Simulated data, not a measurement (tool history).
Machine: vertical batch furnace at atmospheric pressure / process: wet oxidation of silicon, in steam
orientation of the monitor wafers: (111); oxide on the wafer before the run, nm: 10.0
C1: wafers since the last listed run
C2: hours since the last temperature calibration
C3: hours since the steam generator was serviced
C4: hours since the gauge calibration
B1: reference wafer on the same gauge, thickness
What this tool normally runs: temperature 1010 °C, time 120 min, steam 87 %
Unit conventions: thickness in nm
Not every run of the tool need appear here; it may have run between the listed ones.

Run 1, day 0: usual settings but temperature 1001 °C, time 82 min; C1 0; C2 1403.1; C3 1079; C4 1655.8; B1 634.85. Result: thickness 545.85 nm.
Run 2, day 12.633: usual settings; C1 2630; C2 1706.3; C3 1382.2; C4 1959; B1 635.84. Result: thickness 715.29 nm.
Run 3, day 16.296: usual settings but time 148 min; C1 762; C2 1794.2; C3 1470.1; C4 2046.9; B1 633.99. Result: thickness 813.64 nm.
Run 4, day 18.588: usual settings but time 148 min; C1 477; C2 1849.2; C3 1525.1; C4 2101.9; B1 634.64. Result: thickness 803.68 nm.
Run 5, day 23.062: usual settings but time 148 min; C1 931; C2 1956.6; C3 1632.5; C4 2209.3; B1 633.91. Result: thickness 804.48 nm.
Run 6, day 24.812: usual settings; C1 364; C2 1998.6; C3 1674.5; C4 2251.3; B1 635.73. Result: thickness 715.14 nm.
Run 7, day 27.454: usual settings; C1 549; C2 2062; C3 1737.9; C4 2314.7; B1 634.45. Result: thickness 720.87 nm.
Run 8, day 31.804: usual settings but steam 79 %; C1 905; C2 2166.4; C3 1842.3; C4 2419.1; B1 634.44. Result: thickness 679.58 nm.
Run 9, day 39: usual settings but steam 79 %; C1 1498; C2 2339.1; C3 2015; C4 2591.8; B1 635.52. Result: thickness 671.37 nm.
Run 10, day 42.742: usual settings but steam 79 %; C1 778; C2 2428.9; C3 2104.8; C4 2681.6; B1 635.85. Result: thickness 674.15 nm.
Run 11, day 46.867: usual settings but time 92 min; C1 858; C2 2527.9; C3 2203.8; C4 2780.6; B1 633.36. Result: thickness 613.48 nm.
Run 12, day 50.971: usual settings but steam 81 %; C1 854; C2 2626.4; C3 2302.3; C4 2879.1; B1 634.97. Result: thickness 685.01 nm.
Run 13, day 52.704: usual settings but steam 81 %; C1 360; C2 2668; C3 2343.9; C4 2920.7; B1 634.24. Result: thickness 689.96 nm.
Run 14, day 54.25: usual settings; C1 321; C2 2705.1; C3 2381; C4 2957.8; B1 635. Result: thickness 716.98 nm.
Run 15, day 58.329: usual settings but time 97 min; C1 849; C2 2803; C3 2478.9; C4 3055.7; B1 634.97. Result: thickness 631.12 nm.
Run 16, day 60.8: usual settings but time 85 min; C1 514; C2 2862.3; C3 2538.2; C4 3115; B1 635.4. Result: thickness 583.34 nm.
At day 60.867: gauge calibrated.
Run 17, day 62.929: usual settings but time 85 min; C1 443; C2 2913.4; C3 2589.3; C4 49.5; B1 634.42. Result: thickness 585.84 nm.
Run 18, day 64.608: usual settings but temperature 1028 °C; C1 349; C2 2953.7; C3 2629.6; C4 89.8; B1 633.75. Result: thickness 767.7 nm.
Run 19, day 68.292: usual settings but temperature 1028 °C; C1 766; C2 3042.1; C3 2718; C4 178.2; B1 635.68. Result: thickness 771.99 nm.
Run 20, day 72.783: usual settings but time 85 min; C1 935; C2 3149.9; C3 2825.8; C4 286; B1 634.99. Result: thickness 583.47 nm.
At day 75.9: thermocouples replaced and temperature profile calibrated.
Run 21, day 76: usual settings but temperature 1017 °C; C1 461; C2 2.4; C3 2903; C4 363.2; B1 634.44. Result: thickness 717.21 nm.
Run 22, day 78.183: usual settings but temperature 1002 °C, time 101.5 min, steam 94 %; C1 454; C2 54.8; C3 2955.4; C4 415.6; B1 634.81. Result: thickness 634.19 nm.
Run 23, day 81.271: usual settings but temperature 998 °C, time 82 min; C1 642; C2 128.9; C3 3029.5; C4 489.7; B1 634.2. Result: thickness 518.22 nm.
Run 24, day 82.812: usual settings but temperature 992 °C, time 142 min, steam 80 %; C1 320; C2 165.9; C3 3066.5; C4 526.7; B1 635.26. Result: thickness 671.1 nm.
Run 25, day 87.175: usual settings but temperature 1002 °C, time 149.5 min, steam 83 %; C1 908; C2 270.6; C3 3171.2; C4 631.4; B1 635.21. Result: thickness 728.53 nm.
Run 26, day 89.5: usual settings; C1 484; C2 326.4; C3 3227; C4 687.2; B1 634.18. Result: thickness 686.27 nm.
At day 93.371: steam generator serviced.
Run 27, day 93.408: usual settings; C1 605; C2 420.2; C3 0.9; C4 781; B1 633.45. Result: thickness 722.66 nm.
Run 28, day 96.788: usual settings but temperature 1033 °C, time 137 min, steam 76 %; C1 703; C2 501.3; C3 82; C4 862.1; B1 635.21. Result: thickness 792.72 nm.
Run 29, day 98.521: usual settings but time 148 min; C1 360; C2 542.9; C3 123.6; C4 903.7; B1 635.47. Result: thickness 811.94 nm.
Run 30, day 101.158: usual settings but temperature 1027 °C, time 164 min, steam 79 %; C1 549; C2 606.2; C3 186.9; C4 967; B1 636.05. Result: thickness 875.38 nm.
Run 31, day 102.75: usual settings; C1 331; C2 644.4; C3 225.1; C4 1005.2; B1 635.43. Result: thickness 723.72 nm.
Run 32, day 106.196: usual settings; C1 717; C2 727.1; C3 307.8; C4 1087.9; B1 634.93. Result: thickness 716.52 nm.
Run 33, day 110.583: usual settings but steam 97 %; C1 913; C2 832.4; C3 413.1; C4 1193.2; B1 635.56. Result: thickness 769.81 nm.
Run 34, day 112.533: usual settings but temperature 997 °C; C1 405; C2 879.2; C3 459.9; C4 1240; B1 633.17. Result: thickness 681.22 nm.
Run 35, day 116.883: usual settings but time 63.5 min, steam 79 %; C1 905; C2 983.6; C3 564.3; C4 1344.4; B1 633.07. Result: thickness 466.99 nm.
Run 36, day 120.8: usual settings; C1 815; C2 1077.6; C3 658.3; C4 1438.4; B1 635.98. Result: thickness 722.35 nm.
Run 37, day 124.462: usual settings but time 145.5 min, steam 96 %; C1 762; C2 1165.5; C3 746.2; C4 1526.3; B1 636.29. Result: thickness 853.38 nm.
Run 38, day 126.629: usual settings but temperature 987 °C, steam 93 %; C1 451; C2 1217.5; C3 798.2; C4 1578.3; B1 634.71. Result: thickness 669.19 nm.

4 options for the next run, each taken on its own from the tool as it stands now. Forecast them:
Run A, day 126.908: usual settings but temperature 1021 °C; C1 58; C2 1224.2; C3 804.9; C4 1585; B1 ?. Result: thickness ?.
Run B, day 126.908: usual settings but temperature 1030 °C, steam 79 %; C1 58; C2 1224.2; C3 804.9; C4 1585; B1 ?. Result: thickness ?.
Run C, day 126.908: usual settings but temperature 1028 °C, time 171.5 min, steam 84 %; C1 58; C2 1224.2; C3 804.9; C4 1585; B1 ?. Result: thickness ?.
Run D, day 126.908: usual settings but temperature 1034 °C, steam 96 %; C1 58; C2 1224.2; C3 804.9; C4 1585; B1 ?. Result: thickness ?.

run      B1  thickness
  A  635.62     758.52
  B  635.62     746.21
  C  635.62     933.94
  D  635.62     845.23
Had the tool no hidden state, the same runs would have come out as:
run  thickness
  A     756.06
  B     743.89
  C     931.29
  D     842.82
